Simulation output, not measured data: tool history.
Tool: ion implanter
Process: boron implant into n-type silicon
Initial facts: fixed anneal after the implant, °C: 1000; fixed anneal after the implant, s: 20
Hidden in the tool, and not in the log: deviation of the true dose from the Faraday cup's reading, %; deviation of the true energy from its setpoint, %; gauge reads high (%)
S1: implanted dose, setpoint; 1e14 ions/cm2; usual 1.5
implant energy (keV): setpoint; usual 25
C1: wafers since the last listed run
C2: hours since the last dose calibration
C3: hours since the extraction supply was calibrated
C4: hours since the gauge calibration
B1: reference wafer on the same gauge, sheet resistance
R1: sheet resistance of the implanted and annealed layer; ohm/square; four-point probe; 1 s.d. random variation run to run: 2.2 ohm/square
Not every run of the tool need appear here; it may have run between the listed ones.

{"run": 1, "day": 0.0, "S1": 1.5, "implant energy (keV)": 25, "C1": 0, "C2": 591.2, "C3": 1004.3, "C4": 356.6, "B1": 615.84, "R1": 566.72}
{"run": 2, "day": 2.567, "S1": 1.5, "implant energy (keV)": 25, "C1": 1341, "C2": 652.8, "C3": 1065.9, "C4": 418.2, "B1": 616.21, "R1": 570.91}
{"run": 3, "day": 4.383, "S1": 1.35, "implant energy (keV)": 29, "C1": 949, "C2": 696.4, "C3": 1109.5, "C4": 461.8, "B1": 617.17, "R1": 596.37}
{"run": 4, "day": 6.554, "S1": 1.35, "implant energy (keV)": 29, "C1": 1134, "C2": 748.5, "C3": 1161.6, "C4": 513.9, "B1": 617.26, "R1": 593.2}
{"run": 5, "day": 8.321, "S1": 1.5, "implant energy (keV)": 25, "C1": 923, "C2": 790.9, "C3": 1204, "C4": 556.3, "B1": 618.85, "R1": 568.95}
{"run": 6, "day": 9.838, "S1": 1.5, "implant energy (keV)": 25, "C1": 792, "C2": 827.3, "C3": 1240.4, "C4": 592.7, "B1": 618.27, "R1": 569.6}
{"run": 7, "day": 13.742, "S1": 1.5, "implant energy (keV)": 25, "C1": 2040, "C2": 921, "C3": 1334.1, "C4": 686.4, "B1": 619.78, "R1": 572.07}
{"run": 8, "day": 15.412, "S1": 1.3, "implant energy (keV)": 28, "C1": 873, "C2": 961.1, "C3": 1374.2, "C4": 726.5, "B1": 620.27, "R1": 620.35}
{"run": 9, "day": 21.429, "S1": 1.36, "implant energy (keV)": 25, "C1": 3144, "C2": 1105.5, "C3": 1518.6, "C4": 870.9, "B1": 622.33, "R1": 615.58}
{"run": 10, "day": 24.454, "S1": 1.5, "implant energy (keV)": 25, "C1": 1581, "C2": 1178.1, "C3": 1591.2, "C4": 943.5, "B1": 623.83, "R1": 573.55}
{"run": 11, "day": 27.008, "S1": 1.5, "implant energy (keV)": 25, "C1": 1335, "C2": 1239.4, "C3": 1652.5, "C4": 1004.8, "B1": 623.68, "R1": 575.03}
{"run": 12, "day": 29.742, "S1": 1.29, "implant energy (keV)": 18.5, "C1": 1428, "C2": 1305, "C3": 1718.1, "C4": 1070.4, "B1": 623.99, "R1": 671.12}
{"run": 13, "day": 32.633, "S1": 1.29, "implant energy (keV)": 18.5, "C1": 1511, "C2": 1374.4, "C3": 1787.5, "C4": 1139.8, "B1": 625.33, "R1": 675.7}
{"run": 14, "day": 35.588, "S1": 1.29, "implant energy (keV)": 18.5, "C1": 1544, "C2": 1445.3, "C3": 1858.4, "C4": 1210.7, "B1": 626.9, "R1": 681.06}
{"run": 15, "day": 38.346, "S1": 1.5, "implant energy (keV)": 25, "C1": 1441, "C2": 1511.5, "C3": 1924.6, "C4": 1276.9, "B1": 626.43, "R1": 574.64}
{"run": 16, "day": 42.521, "S1": 1.81, "implant energy (keV)": 22, "C1": 2182, "C2": 1611.7, "C3": 2024.8, "C4": 1377.1, "B1": 628.04, "R1": 504.3}
{"run": 17, "day": 44.746, "S1": 1.5, "implant energy (keV)": 25, "C1": 1162, "C2": 1665.1, "C3": 2078.2, "C4": 1430.5, "B1": 628.98, "R1": 577.65}
{"run": 18, "day": 48.962, "S1": 1.89, "implant energy (keV)": 19, "C1": 2204, "C2": 1766.3, "C3": 2179.4, "C4": 1531.7, "B1": 629.99, "R1": 499.65}
{"day": 51.479, "done": "Faraday cup replaced and dose calibrated"}
{"run": 19, "day": 51.5, "S1": 1.95, "implant energy (keV)": 32.5, "C1": 1152, "C2": 0.5, "C3": 2240.3, "C4": 1592.6, "B1": 631.03, "R1": 453.68}
{"run": 20, "day": 57.371, "S1": 1.5, "implant energy (keV)": 25, "C1": 3068, "C2": 141.4, "C3": 2381.2, "C4": 1733.5, "B1": 632.23, "R1": 579.77}
{"run": 21, "day": 61.025, "S1": 1.38, "implant energy (keV)": 28, "C1": 1910, "C2": 229.1, "C3": 2468.9, "C4": 1821.2, "B1": 633.4, "R1": 611.5}
{"run": 22, "day": 64.433, "S1": 1.5, "implant energy (keV)": 27.5, "C1": 1781, "C2": 310.9, "C3": 2550.7, "C4": 1903, "B1": 633.96, "R1": 571.86}
{"run": 23, "day": 66.262, "S1": 1.5, "implant energy (keV)": 25, "C1": 956, "C2": 354.8, "C3": 2594.6, "C4": 1946.9, "B1": 635.45, "R1": 580.84}
{"day": 69.679, "done": "extraction supply calibrated"}
{"run": 24, "day": 69.7, "S1": 1.5, "implant energy (keV)": 25, "C1": 1622, "C2": 437.3, "C3": 0.5, "C4": 2029.4, "B1": 635.98, "R1": 581.48}
{"day": 73.25, "done": "gauge calibrated"}
{"run": 25, "day": 73.358, "S1": 1.16, "implant energy (keV)": 25, "C1": 1912, "C2": 525.1, "C3": 88.3, "C4": 2.6, "B1": 614.12, "R1": 687.16}
{"run": 26, "day": 77.012, "S1": 1.38, "implant energy (keV)": 25, "C1": 1910, "C2": 612.8, "C3": 176, "C4": 90.3, "B1": 615.9, "R1": 603.48}
{"run": 27, "day": 80.55, "S1": 1.5, "implant energy (keV)": 27.5, "C1": 1849, "C2": 697.7, "C3": 260.9, "C4": 175.2, "B1": 616.37, "R1": 557.98}
{"run": 28, "day": 83.292, "S1": 1.75, "implant energy (keV)": 32.5, "C1": 1433, "C2": 763.5, "C3": 326.7, "C4": 241, "B1": 617.39, "R1": 483.1}
{"run": 29, "day": 86.421, "S1": 1.5, "implant energy (keV)": 17, "C1": 1635, "C2": 838.6, "C3": 401.8, "C4": 316.1, "B1": 618.62, "R1": 597.56}
{"run": 30, "day": 89.942, "S1": 1.21, "implant energy (keV)": 33, "C1": 1840, "C2": 923.1, "C3": 486.3, "C4": 400.6, "B1": 618.91, "R1": 631.26}
{"run": 31, "day": 94.117, "S1": 1.22, "implant energy (keV)": 29.5, "C1": 2182, "C2": 1023.3, "C3": 586.5, "C4": 500.8, "B1": 620.88, "R1": 644.36}
{"run": 32, "day": 96.733, "S1": 1.88, "implant energy (keV)": 29.5, "C1": 1367, "C2": 1086.1, "C3": 649.3, "C4": 563.6, "B1": 620.85, "R1": 468.25}
{"run": 33, "day": 99.071, "S1": 1.36, "implant energy (keV)": 17, "C1": 1221, "C2": 1142.2, "C3": 705.4, "C4": 619.7, "B1": 622.14, "R1": 649.11}
{"run": 34, "day": 102.679, "S1": 1.5, "implant energy (keV)": 25, "C1": 1886, "C2": 1228.8, "C3": 792, "C4": 706.3, "B1": 622.99, "R1": 571.11}
{"run": 35, "day": 106.133, "S1": 1.81, "implant energy (keV)": 28.5, "C1": 1805, "C2": 1311.7, "C3": 874.9, "C4": 789.2, "B1": 623.54, "R1": 489.05}
{"run": 36, "day": 110.438, "S1": 1.68, "implant energy (keV)": 17.5, "C1": 2249, "C2": 1415, "C3": 978.2, "C4": 892.5, "B1": 626.01, "R1": 549.8}

Here are 5 independent what-if runs from the current tool condition. What would each one return?
{"run": "A", "day": 110.454, "S1": 1.5, "implant energy (keV)": 28.5, "C1": 8, "C2": 1415.4, "C3": 978.6, "C4": 892.9, "B1": "?", "R1": "?"}
{"run": "B", "day": 110.454, "S1": 1.94, "implant energy (keV)": 22, "C1": 8, "C2": 1415.4, "C3": 978.6, "C4": 892.9, "B1": "?", "R1": "?"}
{"run": "C", "day": 110.454, "S1": 1.67, "implant energy (keV)": 33.5, "C1": 8, "C2": 1415.4, "C3": 978.6, "C4": 892.9, "B1": "?", "R1": "?"}
{"run": "D", "day": 110.454, "S1": 1.64, "implant energy (keV)": 31, "C1": 8, "C2": 1415.4, "C3": 978.6, "C4": 892.9, "B1": "?", "R1": "?"}
{"run": "E", "day": 110.454, "S1": 1.17, "implant energy (keV)": 33, "C1": 8, "C2": 1415.4, "C3": 978.6, "C4": 892.9, "B1": "?", "R1": "?"}

run=A B1=624.62 R1=560.96
run=B B1=624.62 R1=477.85
run=C B1=624.62 R1=504.92
run=D B1=624.62 R1=517.92
run=E B1=624.62 R1=655.93
Stripped of hidden state, with their random variation kept, the same runs would have yielded:
run=A R1=548.45
run=B R1=467.2
run=C R1=493.66
run=D R1=506.37
run=E R1=641.3
